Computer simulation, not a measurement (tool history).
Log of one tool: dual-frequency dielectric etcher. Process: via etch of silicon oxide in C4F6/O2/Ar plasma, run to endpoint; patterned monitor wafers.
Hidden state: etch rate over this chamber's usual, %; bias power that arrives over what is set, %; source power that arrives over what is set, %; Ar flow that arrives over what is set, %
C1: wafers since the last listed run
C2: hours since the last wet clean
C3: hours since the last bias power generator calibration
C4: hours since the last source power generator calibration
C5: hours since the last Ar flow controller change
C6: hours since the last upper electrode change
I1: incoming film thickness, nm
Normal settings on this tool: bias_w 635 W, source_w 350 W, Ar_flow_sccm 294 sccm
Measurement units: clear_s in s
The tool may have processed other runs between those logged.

Run 1, hour 0.0: usual settings; C1 0; C2 499.6; C3 2426.1; C4 4334.1; C5 4864.8; C6 0.9; I1 180.0. Result: clear_s 38.3 s.
Run 2, hour 0.3: usual settings; C1 3; C2 499.9; C3 2426.4; C4 4334.4; C5 4865.1; C6 1.2; I1 180.6. Result: clear_s 37.9 s.
At hour 15.9: bias power generator calibrated.
Run 3, hour 42.8: usual settings; C1 513; C2 542.4; C3 26.9; C4 4376.9; C5 4907.6; C6 43.7; I1 178.8. Result: clear_s 38.1 s.
Run 4, hour 57.7: usual settings; C1 198; C2 557.3; C3 41.8; C4 4391.8; C5 4922.5; C6 58.6; I1 180.9. Result: clear_s 38.6 s.
Run 5, hour 63.9: usual settings but bias_w 536 W; C1 82; C2 563.5; C3 48.0; C4 4398.0; C5 4928.7; C6 64.8; I1 180.0. Result: clear_s 40.2 s.
At hour 84.6: Ar flow controller replaced.
Run 6, hour 85.1: usual settings; C1 202; C2 584.7; C3 69.2; C4 4419.2; C5 0.5; C6 86.0; I1 181.0. Result: clear_s 38.4 s.
Run 7, hour 87.3: usual settings; C1 29; C2 586.9; C3 71.4; C4 4421.4; C5 2.7; C6 88.2; I1 178.5. Result: clear_s 38.0 s.
Run 8, hour 102.9: usual settings; C1 207; C2 602.5; C3 87.0; C4 4437.0; C5 18.3; C6 103.8; I1 181.1. Result: clear_s 38.4 s.
At hour 136.0: wet clean of the chamber.
Run 9, hour 136.5: usual settings; C1 127; C2 0.5; C3 120.6; C4 4470.6; C5 51.9; C6 137.4; I1 181.2. Result: clear_s 37.2 s.
At hour 143.3: source power generator calibrated.
Run 10, hour 143.8: usual settings but bias_w 746 W, Ar_flow_sccm 360 sccm; C1 43; C2 7.8; C3 127.9; C4 0.5; C5 59.2; C6 144.7; I1 180.4. Result: clear_s 36.4 s.
Run 11, hour 153.6: usual settings but bias_w 712 W, source_w 440 W; C1 130; C2 17.6; C3 137.7; C4 10.3; C5 69.0; C6 154.5; I1 180.9. Result: clear_s 31.8 s.
Run 12, hour 168.8: usual settings but Ar_flow_sccm 363 sccm; C1 202; C2 32.8; C3 152.9; C4 25.5; C5 84.2; C6 169.7; I1 178.8. Result: clear_s 37.2 s.
Run 13, hour 185.2: usual settings but bias_w 504 W; C1 218; C2 49.2; C3 169.3; C4 41.9; C5 100.6; C6 186.1; I1 181.7. Result: clear_s 40.7 s.
Run 14, hour 192.9: usual settings but bias_w 699 W, source_w 420 W, Ar_flow_sccm 313 sccm; C1 102; C2 56.9; C3 177.0; C4 49.6; C5 108.3; C6 193.8; I1 180.1. Result: clear_s 32.8 s.
Run 15, hour 199.4: usual settings but bias_w 778 W, source_w 440 W, Ar_flow_sccm 270 sccm; C1 86; C2 63.4; C3 183.5; C4 56.1; C5 114.8; C6 200.3; I1 181.0. Result: clear_s 31.1 s.
Run 16, hour 212.7: usual settings; C1 177; C2 76.7; C3 196.8; C4 69.4; C5 128.1; C6 213.6; I1 178.8. Result: clear_s 37.0 s.
Run 17, hour 223.2: usual settings; C1 139; C2 87.2; C3 207.3; C4 79.9; C5 138.6; C6 224.1; I1 179.0. Result: clear_s 37.3 s.
Run 18, hour 244.5: usual settings; C1 283; C2 108.5; C3 228.6; C4 101.2; C5 159.9; C6 245.4; I1 181.5. Result: clear_s 37.6 s.
Run 19, hour 253.7: usual settings but bias_w 781 W, source_w 290 W, Ar_flow_sccm 354 sccm; C1 122; C2 117.7; C3 237.8; C4 110.4; C5 169.1; C6 254.6; I1 180.5. Result: clear_s 40.0 s.
Run 20, hour 303.2: usual settings but bias_w 541 W, source_w 300 W; C1 659; C2 167.2; C3 287.3; C4 159.9; C5 218.6; C6 304.1; I1 179.8. Result: clear_s 43.9 s.
Run 21, hour 310.6: usual settings but bias_w 520 W, source_w 260 W, Ar_flow_sccm 253 sccm; C1 98; C2 174.6; C3 294.7; C4 167.3; C5 226.0; C6 311.5; I1 180.1. Result: clear_s 47.9 s.
Run 22, hour 318.6: usual settings but source_w 380 W, Ar_flow_sccm 338 sccm; C1 106; C2 182.6; C3 302.7; C4 175.3; C5 234.0; C6 319.5; I1 179.6. Result: clear_s 36.0 s.
Run 23, hour 335.5: usual settings but bias_w 701 W, Ar_flow_sccm 233 sccm; C1 225; C2 199.5; C3 319.6; C4 192.2; C5 250.9; C6 336.4; I1 181.8. Result: clear_s 36.0 s.
Run 24, hour 353.3: usual settings but Ar_flow_sccm 340 sccm; C1 237; C2 217.3; C3 337.4; C4 210.0; C5 268.7; C6 354.2; I1 181.6. Result: clear_s 38.0 s.
Run 25, hour 362.0: usual settings; C1 115; C2 226.0; C3 346.1; C4 218.7; C5 277.4; C6 362.9; I1 181.9. Result: clear_s 38.1 s.
Run 26, hour 374.2: usual settings but bias_w 520 W, source_w 260 W, Ar_flow_sccm 253 sccm; C1 162; C2 238.2; C3 358.3; C4 230.9; C5 289.6; C6 375.1; I1 179.7. Result: clear_s 47.7 s.
Run 27, hour 390.0: usual settings but bias_w 708 W, source_w 270 W; C1 210; C2 254.0; C3 374.1; C4 246.7; C5 305.4; C6 390.9; I1 178.8. Result: clear_s 42.1 s.
Run 28, hour 403.3: usual settings; C1 177; C2 267.3; C3 387.4; C4 260.0; C5 318.7; C6 404.2; I1 179.2. Result: clear_s 38.1 s.
Run 29, hour 415.4: usual settings but bias_w 735 W, source_w 420 W; C1 161; C2 279.4; C3 399.5; C4 272.1; C5 330.8; C6 416.3; I1 180.0. Result: clear_s 32.6 s.
Run 30, hour 421.6: usual settings but source_w 300 W, Ar_flow_sccm 275 sccm; C1 82; C2 285.6; C3 405.7; C4 278.3; C5 337.0; C6 422.5; I1 181.1. Result: clear_s 41.1 s.

What differs in the tool's unlogged condition from the final listed run ahead of each entry between runs to the first listed run following it?
From run 2 to run 3: bias power generator calibrated (hour 15.9)
  etch rate over this chamber's usual, %: -2.86 -> -3.15
  the result without the hidden state subtracted from the measured one, clear_s: +1.1 -> +1.2 s
From run 5 to run 6: Ar flow controller replaced (hour 84.6)
  etch rate over this chamber's usual, %: -3.29 -> -3.43
  the result without the hidden state subtracted from the measured one, clear_s: +1.4 -> +1.3 s
From run 8 to run 9: wet clean of the chamber (hour 136.0)
  etch rate over this chamber's usual, %: -3.55 -> -0.244
  the result without the hidden state subtracted from the measured one, clear_s: +1.4 -> +0.1 s
From run 9 to run 10: source power generator calibrated (hour 143.3)
  etch rate over this chamber's usual, %: -0.244 -> -0.292
  the result without the hidden state subtracted from the measured one, clear_s: +0.1 -> +0.2 s
